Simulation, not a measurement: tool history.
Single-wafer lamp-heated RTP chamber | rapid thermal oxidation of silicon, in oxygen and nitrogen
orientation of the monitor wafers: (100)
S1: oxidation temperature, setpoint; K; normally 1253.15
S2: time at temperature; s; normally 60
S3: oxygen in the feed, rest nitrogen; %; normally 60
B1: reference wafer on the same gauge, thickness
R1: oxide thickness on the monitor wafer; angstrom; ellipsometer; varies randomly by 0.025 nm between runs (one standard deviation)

run   hour       S1  S2  S3     B1     R1
  1      0  1253.15  47  43  4.747   36.6
  2   12.1  1253.15  81  60   4.75  50.66
  3   38.1  1253.15  81  60   4.75  51.22
  4   52.9  1253.15  81  60  4.744  50.71
  5   83.2  1253.15  60  60  4.749  44.66
     117.1  -- pyrometer window cleaned and pyrometer calibrated
  6  118.8  1253.15  60  60  4.754  44.17
  7  143.6  1253.15  60  60  4.754  44.39
  8  170.9  1236.15  60  79  4.751  43.38
  9  186.7  1253.15  82  40  4.749  45.25
 10    205  1253.15  88  31   4.75  43.11
     225.6  -- oxygen flow controller replaced
 11  237.5  1253.15  60  60  4.755  45.76
     257.9  -- pyrometer window cleaned and pyrometer calibrated
       258  -- gauge calibrated
 12  266.8  1253.15  44  76  4.744  42.37
 13  292.8  1253.15  52  60  4.755  42.03
 14  323.1  1253.15  60  60  4.754   45.1

4 options for the next run, each taken on its own from the tool as it stands now. Forecast them:
  A  323.5  1253.15  60  60   ?   ?
  B  323.5  1253.15  60  81   ?   ?
  C  323.5  1278.15  60  89   ?   ?
  D  323.5  1239.15  40  60   ?   ?

run     B1     R1
  A  4.745  44.46
  B  4.745  49.04
  C  4.745  60.71
  D  4.745   34.7
What these runs would have given with no unlogged condition in the tool:
run     R1
  A  43.78
  B  48.27
  C  59.75
  D  34.25

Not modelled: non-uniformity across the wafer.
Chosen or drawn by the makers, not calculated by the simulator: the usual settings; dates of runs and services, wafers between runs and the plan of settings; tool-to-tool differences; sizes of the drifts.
